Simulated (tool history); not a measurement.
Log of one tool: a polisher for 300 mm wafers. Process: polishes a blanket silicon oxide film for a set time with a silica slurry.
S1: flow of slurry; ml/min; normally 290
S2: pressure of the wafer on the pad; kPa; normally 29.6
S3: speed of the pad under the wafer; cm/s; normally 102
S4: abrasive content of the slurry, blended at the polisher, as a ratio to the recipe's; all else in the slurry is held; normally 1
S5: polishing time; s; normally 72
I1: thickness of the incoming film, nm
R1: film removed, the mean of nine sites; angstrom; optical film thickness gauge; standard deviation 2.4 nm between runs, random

Run 1, hour 0: usual settings but S2 37.9 kPa; I1 1324.7. Result: R1 2842 angstrom.
Run 2, hour 8.4: usual settings but S2 37.9 kPa; I1 1308.9. Result: R1 2855 angstrom.
Run 3, hour 20: usual settings but S2 37.9 kPa; I1 1334.2. Result: R1 2820 angstrom.
Run 4, hour 36.9: usual settings; I1 1308.4. Result: R1 2272 angstrom.
Run 5, hour 45.4: usual settings; I1 1344.7. Result: R1 2313 angstrom.
Run 6, hour 54.7: usual settings; I1 1319.3. Result: R1 2281 angstrom.
Run 7, hour 64.8: usual settings but S1 235 ml/min; I1 1317.5. Result: R1 2225 angstrom.
At hour 88.9: head pressure recalibrated.
At hour 92: worn pad replaced by a new one.
Run 8, hour 95.9: usual settings but S2 21.4 kPa; I1 1327.6. Result: R1 1880 angstrom.
Run 9, hour 102.3: usual settings but S2 34.5 kPa, S3 112 cm/s, S4 1.15, S5 79 s; I1 1307.4. Result: R1 3350 angstrom.
At hour 112.9: slurry blender recalibrated.
At hour 139.6: conditioning disc replaced and pad reconditioned.
Run 10, hour 142.9: usual settings but S2 37.9 kPa; I1 1296.7. Result: R1 2866 angstrom.
Run 11, hour 158.5: usual settings; I1 1326. Result: R1 2318 angstrom.
At hour 166.8: slurry nozzle cleaned.
Run 12, hour 176: usual settings but S1 260 ml/min, S2 26.2 kPa, S4 0.85, S5 88 s; I1 1328.2. Result: R1 2384 angstrom.

For run 13, what comes out?
Run 13, hour 192.6: usual settings but S5 91 s; I1 1329.3. Result: R1 ?.

Run 13 came out at R1 2823 angstrom.
Were there no unlogged condition in the tool, this run, its random variation unchanged, would have produced R1 2971 angstrom.
